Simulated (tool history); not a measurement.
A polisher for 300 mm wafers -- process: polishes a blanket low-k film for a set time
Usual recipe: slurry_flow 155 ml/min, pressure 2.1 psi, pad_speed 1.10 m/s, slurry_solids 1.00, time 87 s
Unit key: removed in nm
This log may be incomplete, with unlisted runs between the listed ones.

run   hour  slurry_flow  pressure  pad_speed  slurry_solids  time  incoming thickness of the incoming film, nm  removed
  1    0.0          155       2.1       1.10           1.00    87                                        338.7     39.2
       4.5  -- head pressure recalibrated
       4.7  -- worn pad replaced by a new one
       8.9  -- slurry blender recalibrated
  2   30.2          175       2.1       1.30           1.00    87                                        335.0     48.6
  3  125.9          155       2.1       1.10           1.00    87                                        338.7     39.2
     142.1  -- worn pad replaced by a new one
     153.8  -- slurry blender recalibrated
  4  159.3          155       2.1       1.10           1.00    87                                        339.9     44.4
  5  172.1          155       2.1       1.10           1.00    87                                        347.2     42.8
  6  203.1          155       2.1       0.88           1.00   108                                        344.0     42.5
     218.2  -- slurry nozzle cleaned
  7  220.8          155       2.1       0.88           1.00   108                                        345.7     43.0
     233.6  -- conditioning disc replaced and pad reconditioned
  8  247.6          140       2.1       1.10           1.00    87                                        339.1     38.6
     267.0  -- worn pad replaced by a new one
     268.9  -- slurry blender recalibrated
  9  276.8          140       2.1       1.10           1.00    87                                        339.2     42.4
 10  290.4          175       2.1       1.10           1.00    87                                        333.5     42.5
 11  314.6          155       2.1       1.10           1.00    87                                        342.1     39.7
 12  331.8          155       2.1       1.10           1.00    87                                        341.6     38.3
 13  362.3          155       2.1       1.10           0.85   109                                        338.0     43.2
     396.3  -- slurry blender recalibrated
 14  399.3          155       1.6       0.90           0.75    96                                        343.9     27.0
     411.2  -- worn pad replaced by a new one
 15  417.2          155       2.6       0.90           1.20    77                                        339.1     45.2
 16  431.7          155       2.5       1.10           1.00    63                                        338.0     36.1
     437.1  -- head pressure recalibrated
 17  462.7          155       2.1       1.38           1.00    87                                        341.3     47.5
     478.2  -- conditioning disc replaced and pad reconditioned
 18  479.3          155       2.1       1.32           1.00    87                                        339.5     44.8
 19  493.0          175       1.8       1.10           1.20    87                                        338.9     38.2
 20  510.5          200       1.9       1.10           1.00    58                                        340.3     24.0
     518.8  -- slurry blender recalibrated
     526.1  -- worn pad replaced by a new one
 21  536.9          155       2.1       1.10           1.00    87                                        341.5     42.1
 22  551.7          155       1.5       1.10           0.80    87                                        340.1     25.2
 23  573.1          155       2.1       0.90           1.00    87                                        338.3     34.7
 24  599.1          155       1.4       1.10           1.00    87                                        336.6     25.7

Branching from run 24: 5 alternative next runs. What would each branch give?
  A  599.5          125       2.1       1.10           1.00    87                                        333.7        ?
  B  599.5          155       2.1       1.10           1.25    87                                        333.7        ?
  C  599.5          190       1.8       1.10           0.75    69                                        333.7        ?
  D  599.5          125       2.4       1.10           1.00    87                                        333.7        ?
  E  599.5          155       2.1       1.10           1.00   106                                        333.7        ?

run  removed
  A     38.3
  B     44.7
  C     22.1
  D     43.8
  E     47.8
Stripped of hidden state, with their random variation kept, the same runs would have yielded:
run  removed
  A     44.2
  B     50.6
  C     26.2
  D     50.6
  E     55.1
